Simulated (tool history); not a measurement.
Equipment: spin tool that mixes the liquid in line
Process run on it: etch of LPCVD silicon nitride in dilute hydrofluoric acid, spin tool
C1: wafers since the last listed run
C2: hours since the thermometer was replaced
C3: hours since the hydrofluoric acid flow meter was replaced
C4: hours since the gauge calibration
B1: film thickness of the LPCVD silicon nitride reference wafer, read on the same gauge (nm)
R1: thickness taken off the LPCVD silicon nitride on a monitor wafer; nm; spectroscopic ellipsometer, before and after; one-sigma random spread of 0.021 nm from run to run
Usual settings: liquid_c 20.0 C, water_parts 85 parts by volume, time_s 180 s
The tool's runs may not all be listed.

Run 1, hour 0.0: usual settings; C1 0; C2 2187.7; C3 944.5; C4 264.4; B1 29.972. Result: R1 0.909 nm.
Run 2, hour 40.6: usual settings; C1 187; C2 2228.3; C3 985.1; C4 305.0; B1 29.988. Result: R1 0.948 nm.
Run 3, hour 76.4: usual settings but water_parts 110 parts by volume, time_s 220 s; C1 165; C2 2264.1; C3 1020.9; C4 340.8; B1 30.003. Result: R1 0.880 nm.
Run 4, hour 101.8: usual settings but water_parts 110 parts by volume, time_s 220 s; C1 117; C2 2289.5; C3 1046.3; C4 366.2; B1 29.985. Result: R1 0.866 nm.
Run 5, hour 152.6: usual settings but water_parts 110 parts by volume, time_s 220 s; C1 234; C2 2340.3; C3 1097.1; C4 417.0; B1 30.028. Result: R1 0.836 nm.
Run 6, hour 219.5: usual settings but liquid_c 17.0 C, water_parts 95 parts by volume; C1 309; C2 2407.2; C3 1164.0; C4 483.9; B1 30.004. Result: R1 0.664 nm.
Run 7, hour 248.0: usual settings but liquid_c 17.0 C, water_parts 95 parts by volume; C1 131; C2 2435.7; C3 1192.5; C4 512.4; B1 30.033. Result: R1 0.637 nm.
Run 8, hour 382.0: usual settings but liquid_c 17.0 C, water_parts 95 parts by volume; C1 619; C2 2569.7; C3 1326.5; C4 646.4; B1 29.996. Result: R1 0.666 nm.
At hour 433.0: thermometer replaced.
Run 9, hour 433.5: usual settings but time_s 125 s; C1 233; C2 0.5; C3 1378.0; C4 697.9; B1 30.009. Result: R1 0.634 nm.
At hour 461.5: gauge calibrated.
Run 10, hour 500.8: usual settings but water_parts 45 parts by volume; C1 310; C2 67.8; C3 1445.3; C4 39.3; B1 30.039. Result: R1 1.628 nm.
Run 11, hour 536.9: usual settings but liquid_c 23.5 C, water_parts 45 parts by volume; C1 166; C2 103.9; C3 1481.4; C4 75.4; B1 30.051. Result: R1 2.148 nm.
At hour 554.5: hydrofluoric acid flow meter replaced.
Run 12, hour 566.0: usual settings but water_parts 110 parts by volume, time_s 220 s; C1 129; C2 133.0; C3 11.5; C4 104.5; B1 30.025. Result: R1 0.872 nm.
Run 13, hour 632.5: usual settings but liquid_c 22.0 C; C1 307; C2 199.5; C3 78.0; C4 171.0; B1 29.996. Result: R1 1.032 nm.
Run 14, hour 684.3: usual settings but liquid_c 22.0 C, water_parts 110 parts by volume; C1 239; C2 251.3; C3 129.8; C4 222.8; B1 30.010. Result: R1 0.790 nm.
Run 15, hour 755.7: usual settings but time_s 150 s; C1 329; C2 322.7; C3 201.2; C4 294.2; B1 30.013. Result: R1 0.760 nm.
Run 16, hour 822.5: usual settings; C1 308; C2 389.5; C3 268.0; C4 361.0; B1 30.048. Result: R1 0.910 nm.

5 options for the next run, each taken on its own from the tool as it stands now. Forecast them:
Run A, hour 823.0: usual settings but water_parts 65 parts by volume; C1 2; C2 390.0; C3 268.5; C4 361.5; B1 ?. Result: R1 ?.
Run B, hour 823.0: usual settings but liquid_c 22.5 C, water_parts 55 parts by volume, time_s 255 s; C1 2; C2 390.0; C3 268.5; C4 361.5; B1 ?. Result: R1 ?.
Run C, hour 823.0: usual settings but liquid_c 21.5 C, water_parts 120 parts by volume, time_s 240 s; C1 2; C2 390.0; C3 268.5; C4 361.5; B1 ?. Result: R1 ?.
Run D, hour 823.0: usual settings but liquid_c 18.5 C, time_s 260 s; C1 2; C2 390.0; C3 268.5; C4 361.5; B1 ?. Result: R1 ?.
Run E, hour 823.0: usual settings but liquid_c 22.5 C; C1 2; C2 390.0; C3 268.5; C4 361.5; B1 ?. Result: R1 ?.

run      B1     R1
  A  29.991  1.146
  B  29.991  2.269
  C  29.991  0.929
  D  29.991  1.149
  E  29.991  1.045
Had the tool no hidden state, the same runs would have come out as:
run     R1
  A  1.146
  B  2.269
  C  0.929
  D  1.149
  E  1.045

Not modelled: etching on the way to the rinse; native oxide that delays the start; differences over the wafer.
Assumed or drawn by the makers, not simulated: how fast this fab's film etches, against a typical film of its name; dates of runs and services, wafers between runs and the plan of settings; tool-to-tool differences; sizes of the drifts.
